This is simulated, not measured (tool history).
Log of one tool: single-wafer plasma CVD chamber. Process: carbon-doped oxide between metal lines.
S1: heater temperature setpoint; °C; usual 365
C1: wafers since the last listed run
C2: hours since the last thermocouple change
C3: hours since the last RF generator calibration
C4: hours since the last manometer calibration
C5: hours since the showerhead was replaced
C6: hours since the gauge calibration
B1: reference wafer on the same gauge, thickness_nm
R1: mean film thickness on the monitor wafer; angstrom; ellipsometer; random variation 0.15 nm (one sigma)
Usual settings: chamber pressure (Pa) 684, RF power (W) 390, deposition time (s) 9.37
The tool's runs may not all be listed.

run 1 hour=0 | S1=365 chamber_pressure_(Pa)=684 RF_power_(W)=445 deposition_time_(s)=9.37 | C1=0 C2=1449.7 C3=1652.1 C4=1349.9 C5=2929.8 C6=1123.2 | B1=45.606 | R1=427.93
run 2 hour=54.1 | S1=365 chamber_pressure_(Pa)=684 RF_power_(W)=430 deposition_time_(s)=9.37 | C1=1785 C2=1503.8 C3=1706.2 C4=1404 C5=2983.9 C6=1177.3 | B1=45.554 | R1=413.52
run 3 hour=346.1 | S1=365 chamber_pressure_(Pa)=684 RF_power_(W)=430 deposition_time_(s)=9.37 | C1=9635 C2=1795.8 C3=1998.2 C4=1696 C5=3275.9 C6=1469.3 | B1=45.617 | R1=411.31
run 4 hour=438 | S1=365 chamber_pressure_(Pa)=561 RF_power_(W)=390 deposition_time_(s)=9.37 | C1=3032 C2=1887.7 C3=2090.1 C4=1787.9 C5=3367.8 C6=1561.2 | B1=45.552 | R1=365.15
run 5 hour=483.7 | S1=365 chamber_pressure_(Pa)=684 RF_power_(W)=370 deposition_time_(s)=10.74 | C1=1508 C2=1933.4 C3=2135.8 C4=1833.6 C5=3413.5 C6=1606.9 | B1=45.545 | R1=406.18
run 6 hour=555.5 | S1=365 chamber_pressure_(Pa)=684 RF_power_(W)=390 deposition_time_(s)=9.37 | C1=2369 C2=2005.2 C3=2207.6 C4=1905.4 C5=3485.3 C6=1678.7 | B1=45.601 | R1=375.39
-- hour=606.1 RF generator calibrated
run 7 hour=701.5 | S1=365 chamber_pressure_(Pa)=684 RF_power_(W)=390 deposition_time_(s)=9.37 | C1=4553 C2=2151.2 C3=95.4 C4=2051.4 C5=3631.3 C6=1824.7 | B1=45.523 | R1=391.22
run 8 hour=760.1 | S1=365 chamber_pressure_(Pa)=619 RF_power_(W)=390 deposition_time_(s)=9.37 | C1=1933 C2=2209.8 C3=154 C4=2110 C5=3689.9 C6=1883.3 | B1=45.614 | R1=382.33
-- hour=845.5 capacitance manometer re-zeroed and calibrated
run 9 hour=846 | S1=365 chamber_pressure_(Pa)=684 RF_power_(W)=390 deposition_time_(s)=10.77 | C1=2570 C2=2295.7 C3=239.9 C4=0.5 C5=3775.8 C6=1969.2 | B1=45.547 | R1=444.21
-- hour=1088.3 showerhead replaced
run 10 hour=1088.8 | S1=365 chamber_pressure_(Pa)=684 RF_power_(W)=390 deposition_time_(s)=10.77 | C1=7748 C2=2538.5 C3=482.7 C4=243.3 C5=0.5 C6=2212 | B1=45.519 | R1=440.93
run 11 hour=1133.2 | S1=371 chamber_pressure_(Pa)=684 RF_power_(W)=390 deposition_time_(s)=10.64 | C1=1465 C2=2582.9 C3=527.1 C4=287.7 C5=44.9 C6=2256.4 | B1=45.685 | R1=428.58
-- hour=1165.3 thermocouple changed; heater temperature recalibrated
run 12 hour=1232.1 | S1=365 chamber_pressure_(Pa)=684 RF_power_(W)=390 deposition_time_(s)=9.37 | C1=2999 C2=66.8 C3=626 C4=386.6 C5=143.8 C6=2355.3 | B1=45.545 | R1=383.99
run 13 hour=1303.5 | S1=365 chamber_pressure_(Pa)=684 RF_power_(W)=390 deposition_time_(s)=9.37 | C1=2356 C2=138.2 C3=697.4 C4=458 C5=215.2 C6=2426.7 | B1=45.605 | R1=380.7
run 14 hour=1348.1 | S1=370 chamber_pressure_(Pa)=796 RF_power_(W)=410 deposition_time_(s)=8.75 | C1=1471 C2=182.8 C3=742 C4=502.6 C5=259.8 C6=2471.3 | B1=45.56 | R1=375.73
run 15 hour=1385.6 | S1=365 chamber_pressure_(Pa)=684 RF_power_(W)=390 deposition_time_(s)=9.37 | C1=1237 C2=220.3 C3=779.5 C4=540.1 C5=297.3 C6=2508.8 | B1=45.613 | R1=378.89
run 16 hour=1438.8 | S1=351 chamber_pressure_(Pa)=684 RF_power_(W)=390 deposition_time_(s)=9.37 | C1=1755 C2=273.5 C3=832.7 C4=593.3 C5=350.5 C6=2562 | B1=45.606 | R1=394.06
run 17 hour=1523.6 | S1=365 chamber_pressure_(Pa)=684 RF_power_(W)=390 deposition_time_(s)=9.37 | C1=2798 C2=358.3 C3=917.5 C4=678.1 C5=435.3 C6=2646.8 | B1=45.642 | R1=379.43
run 18 hour=1573.9 | S1=365 chamber_pressure_(Pa)=684 RF_power_(W)=390 deposition_time_(s)=9.37 | C1=1659 C2=408.6 C3=967.8 C4=728.4 C5=485.6 C6=2697.1 | B1=45.59 | R1=375.6
run 19 hour=1629 | S1=354 chamber_pressure_(Pa)=567 RF_power_(W)=390 deposition_time_(s)=9.37 | C1=1818 C2=463.7 C3=1022.9 C4=783.5 C5=540.7 C6=2752.2 | B1=45.618 | R1=380.05
run 20 hour=1670.7 | S1=365 chamber_pressure_(Pa)=684 RF_power_(W)=465 deposition_time_(s)=9.37 | C1=1376 C2=505.4 C3=1064.6 C4=825.2 C5=582.4 C6=2793.9 | B1=45.659 | R1=443.86
-- hour=1715.2 gauge calibrated
run 21 hour=1771.8 | S1=365 chamber_pressure_(Pa)=516 RF_power_(W)=390 deposition_time_(s)=9.37 | C1=3336 C2=606.5 C3=1165.7 C4=926.3 C5=683.5 C6=56.6 | B1=45.589 | R1=365.24
run 22 hour=1847 | S1=376 chamber_pressure_(Pa)=684 RF_power_(W)=390 deposition_time_(s)=9.37 | C1=2481 C2=681.7 C3=1240.9 C4=1001.5 C5=758.7 C6=131.8 | B1=45.562 | R1=366.12
run 23 hour=1884.5 | S1=365 chamber_pressure_(Pa)=528 RF_power_(W)=390 deposition_time_(s)=9.37 | C1=1237 C2=719.2 C3=1278.4 C4=1039 C5=796.2 C6=169.3 | B1=45.556 | R1=362.72
run 24 hour=1988.9 | S1=365 chamber_pressure_(Pa)=684 RF_power_(W)=410 deposition_time_(s)=10.07 | C1=3445 C2=823.6 C3=1382.8 C4=1143.4 C5=900.6 C6=273.7 | B1=45.584 | R1=424.2
run 25 hour=2082.5 | S1=365 chamber_pressure_(Pa)=684 RF_power_(W)=465 deposition_time_(s)=9.37 | C1=3088 C2=917.2 C3=1476.4 C4=1237 C5=994.2 C6=367.3 | B1=45.576 | R1=440.91
run 26 hour=2145.5 | S1=370 chamber_pressure_(Pa)=684 RF_power_(W)=315 deposition_time_(s)=11.11 | C1=2078 C2=980.2 C3=1539.4 C4=1300 C5=1057.2 C6=430.3 | B1=45.622 | R1=348.74
run 27 hour=2201.6 | S1=365 chamber_pressure_(Pa)=535 RF_power_(W)=410 deposition_time_(s)=7.83 | C1=1851 C2=1036.3 C3=1595.5 C4=1356.1 C5=1113.3 C6=486.4 | B1=45.626 | R1=320.44
run 28 hour=2271.3 | S1=350 chamber_pressure_(Pa)=825 RF_power_(W)=390 deposition_time_(s)=9.37 | C1=2300 C2=1106 C3=1665.2 C4=1425.8 C5=1183 C6=556.1 | B1=45.597 | R1=399.6

Measured less the same run without the tool's hidden state. The same run-to-run variation is in both; the gauge's scatter may not be:
The hidden state here: wafer temperature above the value expected at the setpoint (K); delivered RF power above the setpoint (%); true pressure above the setpoint (%); gauge reads high (%).
run=1 R1=-20.53
run=2 R1=-20.67
run=3 R1=-21.49
run=4 R1=-19.91
run=5 R1=-22.44
run=6 R1=-20.73
run=7 R1=-5.4
run=8 R1=-6.54
run=9 R1=-9.62
run=10 R1=-14.28
run=11 R1=-14.6
run=12 R1=-14.4
run=13 R1=-15.14
run=14 R1=-15
run=15 R1=-15.98
run=16 R1=-17.18
run=17 R1=-17.35
run=18 R1=-17.61
run=19 R1=-18.28
run=20 R1=-18.15
run=21 R1=-18.59
run=22 R1=-19.11
run=23 R1=-19.15
run=24 R1=-22.33
run=25 R1=-20.53
run=26 R1=-20.64
run=27 R1=-17.69
run=28 R1=-23.07
